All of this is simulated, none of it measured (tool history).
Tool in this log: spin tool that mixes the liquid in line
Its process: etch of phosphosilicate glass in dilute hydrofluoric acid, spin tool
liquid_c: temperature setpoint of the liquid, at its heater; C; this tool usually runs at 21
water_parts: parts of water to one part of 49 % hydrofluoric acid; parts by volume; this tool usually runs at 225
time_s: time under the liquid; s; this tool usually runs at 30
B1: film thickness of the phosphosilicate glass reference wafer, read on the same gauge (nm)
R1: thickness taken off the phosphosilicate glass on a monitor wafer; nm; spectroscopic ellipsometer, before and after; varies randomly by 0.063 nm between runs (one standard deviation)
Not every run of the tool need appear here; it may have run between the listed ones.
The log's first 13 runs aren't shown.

{"run": 14, "hour": 157.6, "liquid_c": 21, "water_parts": 225, "time_s": 20, "B1": 100.01, "R1": 9}
{"run": 15, "hour": 166.9, "liquid_c": 21, "water_parts": 195, "time_s": 25, "B1": 100.03, "R1": 13.54}
{"hour": 170.1, "done": "gauge calibrated"}
{"run": 16, "hour": 177.5, "liquid_c": 21, "water_parts": 160, "time_s": 50, "B1": 100.01, "R1": 33.78}
{"run": 17, "hour": 186.7, "liquid_c": 18, "water_parts": 330, "time_s": 35, "B1": 100.01, "R1": 8.71}
{"run": 18, "hour": 199.5, "liquid_c": 17, "water_parts": 160, "time_s": 30, "B1": 100.03, "R1": 17.38}
{"run": 19, "hour": 213.6, "liquid_c": 21, "water_parts": 150, "time_s": 20, "B1": 99.99, "R1": 14.61}
{"run": 20, "hour": 222.5, "liquid_c": 21, "water_parts": 225, "time_s": 30, "B1": 100, "R1": 13.67}
{"run": 21, "hour": 231.5, "liquid_c": 18.5, "water_parts": 120, "time_s": 45, "B1": 100, "R1": 38.08}
{"run": 22, "hour": 247.8, "liquid_c": 24, "water_parts": 295, "time_s": 50, "B1": 100.01, "R1": 18.02}
{"hour": 249.8, "done": "hydrofluoric acid flow meter replaced"}
{"run": 23, "hour": 259.8, "liquid_c": 21, "water_parts": 225, "time_s": 30, "B1": 100, "R1": 13.6}
{"run": 24, "hour": 267.7, "liquid_c": 21, "water_parts": 225, "time_s": 30, "B1": 100.02, "R1": 13.55}
{"run": 25, "hour": 279.5, "liquid_c": 21, "water_parts": 225, "time_s": 15, "B1": 100.01, "R1": 6.76}
{"run": 26, "hour": 285.7, "liquid_c": 18, "water_parts": 225, "time_s": 40, "B1": 100.03, "R1": 15.96}
{"run": 27, "hour": 296.6, "liquid_c": 23.5, "water_parts": 225, "time_s": 30, "B1": 99.96, "R1": 14.84}
{"run": 28, "hour": 311.6, "liquid_c": 21, "water_parts": 145, "time_s": 30, "B1": 100.01, "R1": 22.79}
{"run": 29, "hour": 327.1, "liquid_c": 21, "water_parts": 225, "time_s": 30, "B1": 99.98, "R1": 13.42}
{"run": 30, "hour": 340.5, "liquid_c": 21, "water_parts": 225, "time_s": 30, "B1": 100.04, "R1": 13.36}
{"run": 31, "hour": 354.8, "liquid_c": 23, "water_parts": 185, "time_s": 15, "B1": 99.97, "R1": 9.22}
{"run": 32, "hour": 372.5, "liquid_c": 17, "water_parts": 225, "time_s": 30, "B1": 100, "R1": 11.5}

5 ways to go on from here, each from the tool as it stands after run 32. What would each give?
{"run": "A", "hour": 372.9, "liquid_c": 21, "water_parts": 225, "time_s": 30, "B1": "?", "R1": "?"}
{"run": "B", "hour": 372.9, "liquid_c": 21, "water_parts": 155, "time_s": 40, "B1": "?", "R1": "?"}
{"run": "C", "hour": 372.9, "liquid_c": 21, "water_parts": 275, "time_s": 35, "B1": "?", "R1": "?"}
{"run": "D", "hour": 372.9, "liquid_c": 23.5, "water_parts": 120, "time_s": 25, "B1": "?", "R1": "?"}
{"run": "E", "hour": 372.9, "liquid_c": 24.5, "water_parts": 225, "time_s": 20, "B1": "?", "R1": "?"}

run=A B1=100.04 R1=13.47
run=B B1=100.04 R1=27.96
run=C B1=100.04 R1=12.27
run=D B1=100.04 R1=25.89
run=E B1=100.04 R1=10.23
Without the tool's hidden state the same runs would have given:
run=A R1=13.82
run=B R1=28.72
run=C R1=12.58
run=D R1=26.59
run=E R1=10.48
